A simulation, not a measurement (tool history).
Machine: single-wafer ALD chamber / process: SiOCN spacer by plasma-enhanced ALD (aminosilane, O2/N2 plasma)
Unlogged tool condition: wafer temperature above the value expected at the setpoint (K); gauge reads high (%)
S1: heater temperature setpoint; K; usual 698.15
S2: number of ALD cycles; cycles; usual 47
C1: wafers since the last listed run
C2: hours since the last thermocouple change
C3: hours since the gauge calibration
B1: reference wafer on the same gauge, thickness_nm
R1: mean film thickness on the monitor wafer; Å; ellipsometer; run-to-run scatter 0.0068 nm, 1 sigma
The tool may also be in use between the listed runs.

{"run": 1, "hour": 0.0, "S1": 694.15, "S2": 47, "C1": 0, "C2": 1880.5, "C3": 86.6, "B1": 2.421, "R1": 27.47}
{"run": 2, "hour": 13.0, "S1": 698.15, "S2": 47, "C1": 83, "C2": 1893.5, "C3": 99.6, "B1": 2.421, "R1": 27.1}
{"run": 3, "hour": 21.3, "S1": 698.15, "S2": 47, "C1": 53, "C2": 1901.8, "C3": 107.9, "B1": 2.42, "R1": 27.08}
{"run": 4, "hour": 38.0, "S1": 698.15, "S2": 47, "C1": 106, "C2": 1918.5, "C3": 124.6, "B1": 2.421, "R1": 27.01}
{"run": 5, "hour": 51.6, "S1": 698.15, "S2": 47, "C1": 87, "C2": 1932.1, "C3": 138.2, "B1": 2.421, "R1": 27.07}
{"hour": 62.8, "done": "gauge calibrated"}
{"run": 6, "hour": 64.2, "S1": 698.15, "S2": 47, "C1": 80, "C2": 1944.7, "C3": 1.4, "B1": 2.42, "R1": 27.1}
{"run": 7, "hour": 73.8, "S1": 709.15, "S2": 47, "C1": 61, "C2": 1954.3, "C3": 11, "B1": 2.419, "R1": 26.1}
{"run": 8, "hour": 91.0, "S1": 698.15, "S2": 47, "C1": 110, "C2": 1971.5, "C3": 28.2, "B1": 2.419, "R1": 27}
{"run": 9, "hour": 105.7, "S1": 693.15, "S2": 53, "C1": 94, "C2": 1986.2, "C3": 42.9, "B1": 2.42, "R1": 31.05}
{"hour": 118.6, "done": "thermocouple changed; heater temperature recalibrated"}
{"run": 10, "hour": 119.1, "S1": 705.15, "S2": 39, "C1": 34, "C2": 0.5, "C3": 56.3, "B1": 2.42, "R1": 22.01}
{"run": 11, "hour": 124.4, "S1": 689.15, "S2": 55, "C1": 33, "C2": 5.8, "C3": 61.6, "B1": 2.419, "R1": 32.53}
{"run": 12, "hour": 145.1, "S1": 689.15, "S2": 55, "C1": 132, "C2": 26.5, "C3": 82.3, "B1": 2.42, "R1": 32.45}
{"run": 13, "hour": 153.1, "S1": 692.15, "S2": 39, "C1": 51, "C2": 34.5, "C3": 90.3, "B1": 2.419, "R1": 22.84}
{"run": 14, "hour": 168.4, "S1": 712.15, "S2": 47, "C1": 98, "C2": 49.8, "C3": 105.6, "B1": 2.42, "R1": 26.03}
{"run": 15, "hour": 184.5, "S1": 704.15, "S2": 42, "C1": 103, "C2": 65.9, "C3": 121.7, "B1": 2.42, "R1": 23.74}
{"run": 16, "hour": 192.3, "S1": 687.15, "S2": 51, "C1": 49, "C2": 73.7, "C3": 129.5, "B1": 2.42, "R1": 30.27}
{"run": 17, "hour": 205.3, "S1": 692.15, "S2": 39, "C1": 83, "C2": 86.7, "C3": 142.5, "B1": 2.42, "R1": 22.84}

Give the tool's hidden conditions for every run:
wafer temperature above the value expected at the setpoint (K): 0 across all the runs
gauge reads high (%): 0 across all the runs
